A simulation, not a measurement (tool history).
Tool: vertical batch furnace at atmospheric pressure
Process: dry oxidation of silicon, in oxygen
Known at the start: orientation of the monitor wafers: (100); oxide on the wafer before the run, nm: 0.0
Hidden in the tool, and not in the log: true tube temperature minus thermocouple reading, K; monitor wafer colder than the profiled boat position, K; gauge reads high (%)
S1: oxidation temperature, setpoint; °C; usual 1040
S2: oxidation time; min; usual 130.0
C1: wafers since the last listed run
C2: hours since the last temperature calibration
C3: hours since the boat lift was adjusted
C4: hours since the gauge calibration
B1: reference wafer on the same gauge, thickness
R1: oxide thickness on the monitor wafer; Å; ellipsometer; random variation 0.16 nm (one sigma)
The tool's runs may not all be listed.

| run | day | S1 | S2 | C1 | C2 | C3 | C4 | B1 | R1 |
|---|---|---|---|---|---|---|---|---|---|
| 1 | 0.000 | 1040 | 130.0 | 0 | 3184.0 | 2178.5 | 89.4 | 119.00 | 1138.2 |
| 2 | 1.221 | 1040 | 130.0 | 270 | 3213.3 | 2207.8 | 118.7 | 119.04 | 1138.3 |
| 3 | 2.554 | 1032 | 130.0 | 295 | 3245.3 | 2239.8 | 150.7 | 119.01 | 1064.2 |
| 4 | 3.146 | 1032 | 130.0 | 130 | 3259.5 | 2254.0 | 164.9 | 119.02 | 1063.9 |
| 5 | 3.925 | 1032 | 130.0 | 172 | 3278.2 | 2272.7 | 183.6 | 119.02 | 1064.6 |
| 6 | 4.838 | 1040 | 130.0 | 201 | 3300.1 | 2294.6 | 205.5 | 118.97 | 1139.6 |
| 7 | 5.721 | 1040 | 130.0 | 195 | 3321.3 | 2315.8 | 226.7 | 119.01 | 1135.4 |
| 8 | 6.688 | 1040 | 130.0 | 213 | 3344.5 | 2339.0 | 249.9 | 119.00 | 1135.6 |
| 9 | 7.229 | 1040 | 157.5 | 119 | 3357.5 | 2352.0 | 262.9 | 119.03 | 1287.6 |
| 10 | 8.133 | 1040 | 130.0 | 200 | 3379.2 | 2373.7 | 284.6 | 118.99 | 1137.6 |
| 11 | 9.412 | 1040 | 108.5 | 283 | 3409.9 | 2404.4 | 315.3 | 119.01 | 1010.7 |
| 12 | 10.608 | 1040 | 108.5 | 264 | 3438.6 | 2433.1 | 344.0 | 118.96 | 1010.8 |
| 13 | 11.458 | 1026 | 179.0 | 188 | 3459.0 | 2453.5 | 364.4 | 119.02 | 1250.2 |
|  | 12.383 | gauge calibrated |
|  | 12.600 | thermocouples replaced and temperature profile calibrated |
| 14 | 12.700 | 1030 | 167.0 | 53 | 2.4 | 2483.3 | 7.6 | 119.01 | 1178.2 |
| 15 | 14.025 | 1015 | 82.0 | 293 | 34.2 | 2515.1 | 39.4 | 119.05 | 639.0 |
| 16 | 15.125 | 1026 | 172.5 | 243 | 60.6 | 2541.5 | 65.8 | 118.99 | 1167.8 |
| 17 | 16.129 | 1040 | 130.0 | 222 | 84.7 | 2565.6 | 89.9 | 119.01 | 1087.9 |
|  | 17.538 | boat lift adjusted |
| 18 | 17.558 | 1029 | 160.5 | 94 | 119.0 | 0.5 | 124.2 | 119.05 | 1140.8 |
| 19 | 18.338 | 1051 | 185.0 | 172 | 137.7 | 19.2 | 142.9 | 118.97 | 1490.4 |
| 20 | 18.912 | 1059 | 130.0 | 127 | 151.5 | 33.0 | 156.7 | 118.98 | 1262.6 |
| 21 | 19.450 | 1015 | 82.0 | 118 | 164.4 | 45.9 | 169.6 | 119.02 | 642.9 |
| 22 | 20.379 | 1040 | 130.0 | 205 | 186.7 | 68.2 | 191.9 | 119.03 | 1090.4 |
| 23 | 21.579 | 1020 | 84.0 | 265 | 215.5 | 97.0 | 220.7 | 118.99 | 686.7 |
| 24 | 22.458 | 1056 | 168.0 | 194 | 236.6 | 118.1 | 241.8 | 119.00 | 1460.2 |

4 ways to go on from here, each from the tool as it stands after run 24. What would each give?
| A | 22.712 | 1029 | 130.0 | 56 | 242.7 | 124.2 | 247.9 | ? | ? |
| B | 22.712 | 1027 | 166.5 | 56 | 242.7 | 124.2 | 247.9 | ? | ? |
| C | 22.712 | 1026 | 170.0 | 56 | 242.7 | 124.2 | 247.9 | ? | ? |
| D | 22.712 | 1063 | 110.5 | 56 | 242.7 | 124.2 | 247.9 | ? | ? |

| run | B1 | R1 |
|---|---|---|
| A | 118.97 | 995.0 |
| B | 118.97 | 1154.0 |
| C | 118.97 | 1160.3 |
| D | 118.97 | 1175.7 |
Without the tool's hidden state the same runs would have given:
| run | R1 |
|---|---|
| A | 984.0 |
| B | 1141.4 |
| C | 1147.7 |
| D | 1164.2 |
